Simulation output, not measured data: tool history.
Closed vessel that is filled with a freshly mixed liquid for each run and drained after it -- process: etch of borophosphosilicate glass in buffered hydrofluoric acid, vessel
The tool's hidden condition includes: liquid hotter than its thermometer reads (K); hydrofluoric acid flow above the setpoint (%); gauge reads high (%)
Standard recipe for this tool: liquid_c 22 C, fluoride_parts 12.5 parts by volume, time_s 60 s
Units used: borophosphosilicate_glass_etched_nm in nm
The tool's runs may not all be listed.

run   hour  liquid_c  fluoride_parts  time_s  wafers since the last listed run  hours since the thermometer was replaced  hours since the hydrofluoric acid flow meter was replaced  hours since the gauge calibration  read-back film thickness of the borophosphosilicate glass reference wafer, read on the same gauge (nm)  borophosphosilicate_glass_etched_nm
  1      0        22            15.5      80                                 0                                     164.8                                                      214.5                              255.6                                                                                                  100.04                                56.39
  2     30        22            12.5      35                              3196                                     194.8                                                      244.5                              285.6                                                                                                   99.99                                30.05
  3   50.3        22            12.5      35                              2162                                     215.1                                                      264.8                              305.9                                                                                                   99.93                                30.04
      55.2  -- gauge calibrated
  4   84.2        22            12.5      35                              3611                                       249                                                      298.7                                 29                                                                                                   99.98                                30.22
  5     97      23.5            12.5      60                              1363                                     261.8                                                      311.5                               41.8                                                                                                   99.99                                55.99
  6  114.4        22            12.5      70                              1853                                     279.2                                                      328.9                               59.2                                                                                                  100.01                                60.99
  7  133.9        22            12.5      70                              2077                                     298.7                                                      348.4                               78.7                                                                                                  100.03                                60.48
  8  157.8        22            12.5      70                              2546                                     322.6                                                      372.3                              102.6                                                                                                  100.03                                60.87
  9  172.5        22            12.5      85                              1566                                     337.3                                                        387                              117.3                                                                                                     100                                73.32
 10  203.9        22            12.5      85                              3345                                     368.7                                                      418.4                              148.7                                                                                                   99.97                                 74.1
 11  237.7        22            12.5      80                              3601                                     402.5                                                      452.2                              182.5                                                                                                   99.99                                69.62
 12  254.6        22            12.5      80                              1800                                     419.4                                                      469.1                              199.4                                                                                                  100.01                                69.78
 13  274.1      25.5              14      60                              2077                                     438.9                                                      488.6                              218.9                                                                                                  100.02                                56.87
     275.7  -- thermometer replaced
     286.5  -- hydrofluoric acid flow meter replaced
 14  292.7        22            12.5      45                              1768                                        17                                                        6.2                              237.5                                                                                                  100.04                                 38.7
 15  328.5        24               9      60                              3814                                      52.8                                                         42                              273.3                                                                                                   99.98                                77.25
 16  344.9      19.5            12.5      30                              1747                                      69.2                                                       58.4                              289.7                                                                                                  100.02                                22.37
 17  379.4        22            16.5      60                              3675                                     103.7                                                       92.9                              324.2                                                                                                   99.95                                39.29
 18  406.2        22             9.5      90                              2855                                     130.5                                                      119.7                                351                                                                                                  100.02                                99.11
     423.5  -- gauge calibrated
 19  438.1      17.5            12.5      75                              3398                                     162.4                                                      151.6                               14.6                                                                                                   99.96                                 50.3
 20    456      17.5             7.5      85                              1907                                     180.3                                                      169.5                               32.5                                                                                                   99.95                                92.18
 21  477.6        19              10      60                              2301                                     201.9                                                      191.1                               54.1                                                                                                  100.04                                54.22
 22  508.1        22            12.5      60                              3249                                     232.4                                                      221.6                               84.6                                                                                                     100                                51.79
 23  530.6        22             9.5      90                              2397                                     254.9                                                      244.1                              107.1                                                                                                   99.98                                99.52
 24  547.1        18            12.5      30                              1758                                     271.4                                                      260.6                              123.6                                                                                                   99.99                                20.94
 25  578.6      17.5            12.5      70                              3356                                     302.9                                                      292.1                              155.1                                                                                                  100.02                                47.34
 26  591.9        22            12.5      60                              1417                                     316.2                                                      305.4                              168.4                                                                                                   99.98                                52.28
 27  611.9        19              11      60                              2130                                     336.2                                                      325.4                              188.4                                                                                                   99.97                                 49.7

4 options for the next run, each taken on its own from the tool as it stands now. Forecast them:
  A  612.6        22            12.5      60                                74                                     336.9                                                      326.1                              189.1                                                                                                       ?                                    ?
  B  612.6        25            12.5      70                                74                                     336.9                                                      326.1                              189.1                                                                                                       ?                                    ?
  C  612.6        27              14      45                                74                                     336.9                                                      326.1                              189.1                                                                                                       ?                                    ?
  D  612.6        22             9.5      45                                74                                     336.9                                                      326.1                              189.1                                                                                                       ?                                    ?

run  read-back film thickness of the borophosphosilicate glass reference wafer, read on the same gauge (nm)  borophosphosilicate_glass_etched_nm
  A                                                                                                  100.03                                51.91
  B                                                                                                  100.03                                71.25
  C                                                                                                  100.03                                45.58
  D                                                                                                  100.03                                49.81
With the hidden condition removed and each run's random variation left untouched, the same runs would have given:
run  borophosphosilicate_glass_etched_nm
  A                                51.09
  B                                70.12
  C                                44.86
  D                                 49.3
